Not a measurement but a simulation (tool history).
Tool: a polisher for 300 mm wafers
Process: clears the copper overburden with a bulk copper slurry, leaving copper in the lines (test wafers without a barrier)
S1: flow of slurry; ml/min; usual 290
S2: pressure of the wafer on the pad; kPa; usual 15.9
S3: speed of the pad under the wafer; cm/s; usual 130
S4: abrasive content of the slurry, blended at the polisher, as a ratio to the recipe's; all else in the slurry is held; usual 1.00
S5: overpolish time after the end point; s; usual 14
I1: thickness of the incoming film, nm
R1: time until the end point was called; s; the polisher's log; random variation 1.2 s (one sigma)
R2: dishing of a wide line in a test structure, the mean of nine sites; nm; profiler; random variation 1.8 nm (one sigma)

Run 1, hour 0.0: usual settings but S5 8 s; I1 946.4. Result: R1 100.3 s, R2 50.2 nm.
Run 2, hour 23.5: usual settings but S5 8 s; I1 946.8. Result: R1 100.0 s, R2 51.9 nm.
At hour 53.3: worn pad replaced by a new one.
Run 3, hour 53.8: usual settings; I1 959.4. Result: R1 101.6 s, R2 74.7 nm.
Run 4, hour 86.5: usual settings; I1 941.8. Result: R1 101.3 s, R2 77.4 nm.
Run 5, hour 101.1: usual settings; I1 960.6. Result: R1 102.6 s, R2 77.1 nm.
Run 6, hour 121.8: usual settings; I1 958.2. Result: R1 103.6 s, R2 78.5 nm.
Run 7, hour 134.8: usual settings; I1 951.5. Result: R1 102.2 s, R2 77.7 nm.
At hour 147.4: slurry nozzle cleaned.
Run 8, hour 152.2: usual settings; I1 969.6. Result: R1 101.0 s, R2 79.0 nm.
Run 9, hour 172.3: usual settings but S3 154 cm/s; I1 964.2. Result: R1 86.8 s, R2 87.0 nm.
Run 10, hour 187.0: usual settings but S3 164 cm/s; I1 945.2. Result: R1 78.2 s, R2 96.6 nm.
Run 11, hour 252.1: usual settings but S3 114 cm/s, S4 0.75; I1 948.0. Result: R1 121.7 s, R2 68.7 nm.
At hour 269.8: worn pad replaced by a new one.
Run 12, hour 275.6: usual settings; I1 946.5. Result: R1 98.3 s, R2 85.2 nm.
At hour 284.0: slurry blender recalibrated.
Run 13, hour 298.3: usual settings but S3 176 cm/s, S5 7 s; I1 956.8. Result: R1 74.4 s, R2 58.9 nm.
Run 14, hour 332.7: usual settings but S1 380 ml/min, S2 11.7 kPa, S4 0.85, S5 9 s; I1 941.7. Result: R1 131.7 s, R2 43.7 nm.
Run 15, hour 355.9: usual settings; I1 954.5. Result: R1 97.9 s, R2 79.2 nm.
Run 16, hour 389.0: usual settings but S2 20.7 kPa, S3 144 cm/s; I1 959.6. Result: R1 68.7 s, R2 104.2 nm.
Run 17, hour 412.9: usual settings but S5 11 s; I1 940.8. Result: R1 94.6 s, R2 66.9 nm.
At hour 414.9: slurry nozzle cleaned.
Run 18, hour 424.9: usual settings but S3 100 cm/s, S5 7 s; I1 965.8. Result: R1 128.1 s, R2 38.3 nm.
At hour 459.7: head pressure recalibrated.
Run 19, hour 495.6: usual settings but S1 255 ml/min, S3 160 cm/s, S5 10 s; I1 954.0. Result: R1 91.7 s, R2 64.0 nm.
At hour 512.1: worn pad replaced by a new one.
Run 20, hour 520.0: usual settings but S1 260 ml/min, S2 13.1 kPa; I1 947.7. Result: R1 135.6 s, R2 61.0 nm.
Run 21, hour 535.3: usual settings but S2 11.7 kPa, S4 1.10, S5 16 s; I1 941.9. Result: R1 144.0 s, R2 62.2 nm.
Run 22, hour 547.7: usual settings but S2 18.6 kPa, S3 98 cm/s, S5 9 s; I1 948.1. Result: R1 127.1 s, R2 47.6 nm.
Run 23, hour 582.7: usual settings but S2 13.1 kPa, S3 146 cm/s, S4 1.20; I1 964.5. Result: R1 116.8 s, R2 69.5 nm.
Run 24, hour 607.0: usual settings but S2 21.4 kPa; I1 952.6. Result: R1 83.8 s, R2 93.7 nm.
At hour 662.5: slurry nozzle cleaned.
At hour 670.8: slurry blender recalibrated.
Run 25, hour 695.4: usual settings; I1 957.9. Result: R1 112.9 s, R2 69.5 nm.
Run 26, hour 709.1: usual settings but S2 13.8 kPa, S5 12 s; I1 963.3. Result: R1 130.9 s, R2 58.4 nm.
At hour 749.9: worn pad replaced by a new one.
Run 27, hour 750.4: usual settings but S2 21.4 kPa; I1 940.9. Result: R1 82.1 s, R2 90.1 nm.
Run 28, hour 773.9: usual settings; I1 931.2. Result: R1 109.8 s, R2 75.6 nm.

Some steps in R1 between neighbouring runs. How much of each would the tool show without its hidden state too (settings, what came in, random variation), and how much is left for the hidden state, with any gauge scatter that isn't in both results?
The hidden state here: removal rate lost through wear of the pad, %; slurry flow missing at the pad, %; deviation of the head's pressure from its setpoint, %; abrasive missing from the slurry, %.
Run 13 -> 14: S1 290 -> 380, S2 15.9 -> 11.7, S3 176 -> 130, S4 1.00 -> 0.85, S5 7 -> 9. R1 +57.3 s: hidden state -8.4, all else +65.7.
Run 18 -> 19: S1 290 -> 255, S3 100 -> 160, S5 7 -> 10, head pressure recalibrated. R1 -36.4 s: hidden state +20.5, all else -56.9.
Run 26 -> 27: S2 13.8 -> 21.4, S5 12 -> 14, worn pad replaced by a new one. R1 -48.8 s: hidden state -0.2, all else -48.6.
